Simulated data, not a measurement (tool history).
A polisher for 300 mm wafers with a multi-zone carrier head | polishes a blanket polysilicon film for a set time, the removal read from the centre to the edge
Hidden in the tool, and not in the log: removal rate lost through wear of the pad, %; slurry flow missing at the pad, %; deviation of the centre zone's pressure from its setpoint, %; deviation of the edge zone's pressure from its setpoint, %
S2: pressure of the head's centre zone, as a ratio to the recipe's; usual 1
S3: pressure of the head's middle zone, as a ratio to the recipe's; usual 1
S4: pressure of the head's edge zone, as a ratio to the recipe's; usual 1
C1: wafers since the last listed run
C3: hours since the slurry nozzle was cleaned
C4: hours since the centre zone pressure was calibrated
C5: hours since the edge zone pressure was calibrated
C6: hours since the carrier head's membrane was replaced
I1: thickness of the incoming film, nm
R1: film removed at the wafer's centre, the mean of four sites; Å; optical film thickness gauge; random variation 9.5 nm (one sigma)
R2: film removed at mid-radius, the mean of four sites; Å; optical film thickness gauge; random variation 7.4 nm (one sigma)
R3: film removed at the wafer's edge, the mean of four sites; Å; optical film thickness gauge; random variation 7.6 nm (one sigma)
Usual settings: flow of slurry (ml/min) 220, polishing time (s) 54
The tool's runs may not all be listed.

Run 1, hour 0: usual settings; C1 0; wafers polished on this pad 4; C3 123.6; C4 306.4; C5 160.1; C6 254; I1 2136. Result: R1 7054 Å, R2 6225 Å, R3 6499 Å.
Run 2, hour 15.1: usual settings but flow of slurry (ml/min) 245; C1 142; wafers polished on this pad 146; C3 138.7; C4 321.5; C5 175.2; C6 269.1; I1 2127.3. Result: R1 6919 Å, R2 6173 Å, R3 6556 Å.
Run 3, hour 46.7: usual settings but flow of slurry (ml/min) 290; C1 297; wafers polished on this pad 444; C3 170.3; C4 353.1; C5 206.8; C6 300.7; I1 2132.3. Result: R1 7088 Å, R2 6285 Å, R3 6519 Å.
Run 4, hour 62.4: usual settings; C1 147; wafers polished on this pad 591; C3 186; C4 368.8; C5 222.5; C6 316.4; I1 2160.8. Result: R1 6856 Å, R2 6204 Å, R3 6355 Å.
Run 5, hour 153.5: usual settings but S2 1.04, S3 1.09, S4 1.12, polishing time (s) 35; C1 857; wafers polished on this pad 1449; C3 277.1; C4 459.9; C5 313.6; C6 407.5; I1 2125.6. Result: R1 4339 Å, R2 4115 Å, R3 4075 Å.
At hour 171.2: centre zone pressure recalibrated.
Run 6, hour 187: usual settings; C1 296; wafers polished on this pad 1746; C3 310.6; C4 15.8; C5 347.1; C6 441; I1 2113.7. Result: R1 5685 Å, R2 5837 Å, R3 6008 Å.
Run 7, hour 199: usual settings but flow of slurry (ml/min) 250, S2 1.05; C1 112; wafers polished on this pad 1859; C3 322.6; C4 27.8; C5 359.1; C6 453; I1 2098.3. Result: R1 6077 Å, R2 5698 Å, R3 6027 Å.
Run 8, hour 232.5: usual settings but S2 0.9; C1 315; wafers polished on this pad 2174; C3 356.1; C4 61.3; C5 392.6; C6 486.5; I1 2155.3. Result: R1 5206 Å, R2 5725 Å, R3 5853 Å.
At hour 247.8: slurry nozzle cleaned.
Run 9, hour 265.8: usual settings but S2 0.97, S4 1.09, polishing time (s) 71; C1 304; wafers polished on this pad 2478; C3 18; C4 94.6; C5 425.9; C6 519.8; I1 2115.3. Result: R1 7524 Å, R2 7363 Å, R3 7743 Å.
At hour 291.7: worn pad replaced by a new one.
Run 10, hour 292.2: usual settings; C1 210; wafers polished on this pad 4; C3 44.4; C4 121; C5 452.3; C6 546.2; I1 2130.6. Result: R1 6668 Å, R2 6244 Å, R3 6434 Å.
Run 11, hour 307.8: usual settings but flow of slurry (ml/min) 155, S2 0.9; C1 146; wafers polished on this pad 151; C3 60; C4 136.6; C5 467.9; C6 561.8; I1 2135.3. Result: R1 5794 Å, R2 6067 Å, R3 6245 Å.
Run 12, hour 321.8: usual settings but S4 0.91, polishing time (s) 42; C1 131; wafers polished on this pad 283; C3 74; C4 150.6; C5 481.9; C6 575.8; I1 2143.9. Result: R1 5248 Å, R2 4760 Å, R3 4731 Å.
Run 13, hour 335.6: usual settings but flow of slurry (ml/min) 260, S2 1.05, polishing time (s) 63; C1 129; wafers polished on this pad 412; C3 87.8; C4 164.4; C5 495.7; C6 589.6; I1 2133.7. Result: R1 8297 Å, R2 7256 Å, R3 7513 Å.
Run 14, hour 420.4: usual settings but S2 0.92, S4 1.07; C1 798; wafers polished on this pad 1211; C3 172.6; C4 249.2; C5 580.5; C6 674.4; I1 2174.1. Result: R1 6081 Å, R2 5964 Å, R3 6180 Å.
Run 15, hour 446.6: usual settings but S2 0.89; C1 246; wafers polished on this pad 1457; C3 198.8; C4 275.4; C5 606.7; C6 700.6; I1 2158.1. Result: R1 5681 Å, R2 5947 Å, R3 6017 Å.
Run 16, hour 472.9: usual settings but flow of slurry (ml/min) 245, S3 1.05; C1 247; wafers polished on this pad 1705; C3 225.1; C4 301.7; C5 633; C6 726.9; I1 2126.8. Result: R1 6565 Å, R2 5994 Å, R3 6006 Å.
Run 17, hour 485.9: usual settings; C1 122; wafers polished on this pad 1827; C3 238.1; C4 314.7; C5 646; C6 739.9; I1 2148.2. Result: R1 6501 Å, R2 5732 Å, R3 5903 Å.
Run 18, hour 510: usual settings; C1 226; wafers polished on this pad 2054; C3 262.2; C4 338.8; C5 670.1; C6 764; I1 2129.9. Result: R1 6373 Å, R2 5624 Å, R3 5960 Å.
Run 19, hour 523.8: usual settings but S3 1.11; C1 129; wafers polished on this pad 2184; C3 276; C4 352.6; C5 683.9; C6 777.8; I1 2163.8. Result: R1 6201 Å, R2 6196 Å, R3 5706 Å.
Run 20, hour 549: usual settings; C1 237; wafers polished on this pad 2422; C3 301.2; C4 377.8; C5 709.1; C6 803; I1 2144. Result: R1 6071 Å, R2 5582 Å, R3 5719 Å.
At hour 559.1: worn pad replaced by a new one.
At hour 563: slurry nozzle cleaned.
Run 21, hour 572.2: usual settings; C1 171; wafers polished on this pad 113; C3 9.2; C4 401; C5 732.3; C6 826.2; I1 2119.7. Result: R1 7123 Å, R2 6235 Å, R3 6568 Å.
Run 22, hour 627.8: usual settings; C1 523; wafers polished on this pad 637; C3 64.8; C4 456.6; C5 787.9; C6 881.8; I1 2131.6. Result: R1 6800 Å, R2 6321 Å, R3 6333 Å.
At hour 639.2: centre zone pressure recalibrated.
Run 23, hour 657.6: usual settings but flow of slurry (ml/min) 175, S3 1.06, polishing time (s) 45; C1 261; wafers polished on this pad 899; C3 94.6; C4 18.4; C5 817.7; C6 911.6; I1 2153.9. Result: R1 4942 Å, R2 5249 Å, R3 5161 Å.

Forecast each of these 3 alternatives for the next run:
Run A, hour 658: usual settings; C1 3; wafers polished on this pad 902; C3 95; C4 18.8; C5 818.1; C6 912; I1 2147.2. Result: R1 ?, R2 ?, R3 ?.
Run B, hour 658: usual settings but polishing time (s) 70; C1 3; wafers polished on this pad 902; C3 95; C4 18.8; C5 818.1; C6 912; I1 2147.2. Result: R1 ?, R2 ?, R3 ?.
Run C, hour 658: usual settings but flow of slurry (ml/min) 155, polishing time (s) 65; C1 3; wafers polished on this pad 902; C3 95; C4 18.8; C5 818.1; C6 912; I1 2147.2. Result: R1 ?, R2 ?, R3 ?.

run    R1    R2    R3
  A  6065  6232  6203
  B  7862  8079  8041
  C  7020  7244  7277
Without the tool's hidden state the same runs would have given:
run    R1    R2    R3
  A  6393  6528  6497
  B  8287  8462  8422
  C  7399  7588  7622
